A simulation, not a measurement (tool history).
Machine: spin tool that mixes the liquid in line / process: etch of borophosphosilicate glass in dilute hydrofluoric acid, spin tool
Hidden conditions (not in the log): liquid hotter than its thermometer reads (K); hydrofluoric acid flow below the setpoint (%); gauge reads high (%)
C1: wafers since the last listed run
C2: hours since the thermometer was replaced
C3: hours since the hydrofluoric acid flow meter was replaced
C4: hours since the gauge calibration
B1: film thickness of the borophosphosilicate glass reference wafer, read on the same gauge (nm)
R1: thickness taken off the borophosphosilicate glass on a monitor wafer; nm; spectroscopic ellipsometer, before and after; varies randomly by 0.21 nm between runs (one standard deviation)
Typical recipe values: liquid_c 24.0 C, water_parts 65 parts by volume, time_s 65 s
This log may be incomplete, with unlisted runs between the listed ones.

Run 1, hour 0.0: usual settings but liquid_c 22.5 C; C1 0; C2 368.6; C3 181.1; C4 511.2; B1 149.97. Result: R1 43.63 nm.
Run 2, hour 27.4: usual settings but liquid_c 22.5 C; C1 194; C2 396.0; C3 208.5; C4 538.6; B1 149.98. Result: R1 43.99 nm.
Run 3, hour 44.7: usual settings but liquid_c 22.5 C; C1 122; C2 413.3; C3 225.8; C4 555.9; B1 150.02. Result: R1 43.96 nm.
Run 4, hour 74.2: usual settings; C1 209; C2 442.8; C3 255.3; C4 585.4; B1 149.99. Result: R1 47.05 nm.
Run 5, hour 99.6: usual settings but water_parts 40 parts by volume; C1 180; C2 468.2; C3 280.7; C4 610.8; B1 149.98. Result: R1 79.15 nm.
Run 6, hour 129.4: usual settings but water_parts 40 parts by volume; C1 211; C2 498.0; C3 310.5; C4 640.6; B1 150.00. Result: R1 79.33 nm.
Run 7, hour 147.5: usual settings but water_parts 40 parts by volume; C1 128; C2 516.1; C3 328.6; C4 658.7; B1 150.01. Result: R1 78.35 nm.
Run 8, hour 177.3: usual settings but liquid_c 21.0 C, time_s 40 s; C1 211; C2 545.9; C3 358.4; C4 688.5; B1 149.99. Result: R1 25.45 nm.
Run 9, hour 224.8: usual settings but liquid_c 21.0 C, time_s 40 s; C1 337; C2 593.4; C3 405.9; C4 736.0; B1 150.03. Result: R1 25.60 nm.
Run 10, hour 258.7: usual settings but liquid_c 21.0 C, time_s 40 s; C1 240; C2 627.3; C3 439.8; C4 769.9; B1 150.01. Result: R1 25.72 nm.
Run 11, hour 278.7: usual settings; C1 142; C2 647.3; C3 459.8; C4 789.9; B1 149.99. Result: R1 47.27 nm.
Run 12, hour 312.0: usual settings but time_s 90 s; C1 236; C2 680.6; C3 493.1; C4 823.2; B1 150.00. Result: R1 65.43 nm.
Run 13, hour 337.2: usual settings but time_s 45 s; C1 179; C2 705.8; C3 518.3; C4 848.4; B1 150.02. Result: R1 32.84 nm.
Run 14, hour 360.1: usual settings; C1 162; C2 728.7; C3 541.2; C4 871.3; B1 149.99. Result: R1 47.22 nm.
At hour 370.0: thermometer replaced.
Run 15, hour 379.0: usual settings but water_parts 90 parts by volume, time_s 100 s; C1 127; C2 9.0; C3 560.1; C4 890.2; B1 150.01. Result: R1 49.35 nm.
Run 16, hour 408.1: usual settings; C1 206; C2 38.1; C3 589.2; C4 919.3; B1 150.02. Result: R1 45.76 nm.
At hour 428.9: gauge calibrated.
Run 17, hour 433.9: usual settings but liquid_c 22.0 C; C1 183; C2 63.9; C3 615.0; C4 5.0; B1 149.96. Result: R1 42.34 nm.
Run 18, hour 466.2: usual settings but liquid_c 21.0 C, water_parts 40 parts by volume; C1 229; C2 96.2; C3 647.3; C4 37.3; B1 150.01. Result: R1 67.94 nm.
Run 19, hour 493.4: usual settings; C1 193; C2 123.4; C3 674.5; C4 64.5; B1 150.01. Result: R1 45.87 nm.
Run 20, hour 523.8: usual settings but water_parts 95 parts by volume; C1 216; C2 153.8; C3 704.9; C4 94.9; B1 150.00. Result: R1 30.32 nm.
Run 21, hour 539.4: usual settings but water_parts 75 parts by volume; C1 110; C2 169.4; C3 720.5; C4 110.5; B1 149.98. Result: R1 39.38 nm.
At hour 562.0: hydrofluoric acid flow meter replaced.
Run 22, hour 581.6: usual settings; C1 292; C2 211.6; C3 19.6; C4 152.7; B1 149.99. Result: R1 46.38 nm.
Run 23, hour 602.5: usual settings but water_parts 80 parts by volume, time_s 50 s; C1 148; C2 232.5; C3 40.5; C4 173.6; B1 150.01. Result: R1 28.33 nm.
Run 24, hour 635.9: usual settings but liquid_c 27.5 C, water_parts 80 parts by volume, time_s 45 s; C1 237; C2 265.9; C3 73.9; C4 207.0; B1 149.99. Result: R1 29.64 nm.
Run 25, hour 658.2: usual settings but water_parts 85 parts by volume; C1 158; C2 288.2; C3 96.2; C4 229.3; B1 150.01. Result: R1 34.66 nm.
Run 26, hour 693.1: usual settings but time_s 35 s; C1 248; C2 323.1; C3 131.1; C4 264.2; B1 150.03. Result: R1 25.17 nm.
Run 27, hour 711.5: usual settings but liquid_c 25.5 C, time_s 105 s; C1 130; C2 341.5; C3 149.5; C4 282.6; B1 149.99. Result: R1 80.01 nm.
Run 28, hour 746.1: usual settings but water_parts 45 parts by volume; C1 245; C2 376.1; C3 184.1; C4 317.2; B1 149.98. Result: R1 68.96 nm.
Run 29, hour 761.9: usual settings but liquid_c 19.0 C, water_parts 95 parts by volume, time_s 85 s; C1 112; C2 391.9; C3 199.9; C4 333.0; B1 150.05. Result: R1 32.81 nm.

Branching from run 29: 5 alternative next runs. What would each branch give?
Run A, hour 762.3: usual settings; C1 2; C2 392.3; C3 200.3; C4 333.4; B1 ?. Result: R1 ?.
Run B, hour 762.3: usual settings but time_s 85 s; C1 2; C2 392.3; C3 200.3; C4 333.4; B1 ?. Result: R1 ?.
Run C, hour 762.3: usual settings but liquid_c 26.5 C, water_parts 90 parts by volume, time_s 80 s; C1 2; C2 392.3; C3 200.3; C4 333.4; B1 ?. Result: R1 ?.
Run D, hour 762.3: usual settings but liquid_c 27.0 C, water_parts 40 parts by volume; C1 2; C2 392.3; C3 200.3; C4 333.4; B1 ?. Result: R1 ?.
Run E, hour 762.3: usual settings but liquid_c 20.0 C; C1 2; C2 392.3; C3 200.3; C4 333.4; B1 ?. Result: R1 ?.

run      B1     R1
  A  150.05  47.05
  B  150.05  61.53
  C  150.05  44.68
  D  150.05  89.37
  E  150.05  39.90
What these runs would have given with no unlogged condition in the tool:
run     R1
  A  46.18
  B  60.39
  C  43.89
  D  87.72
  E  39.14
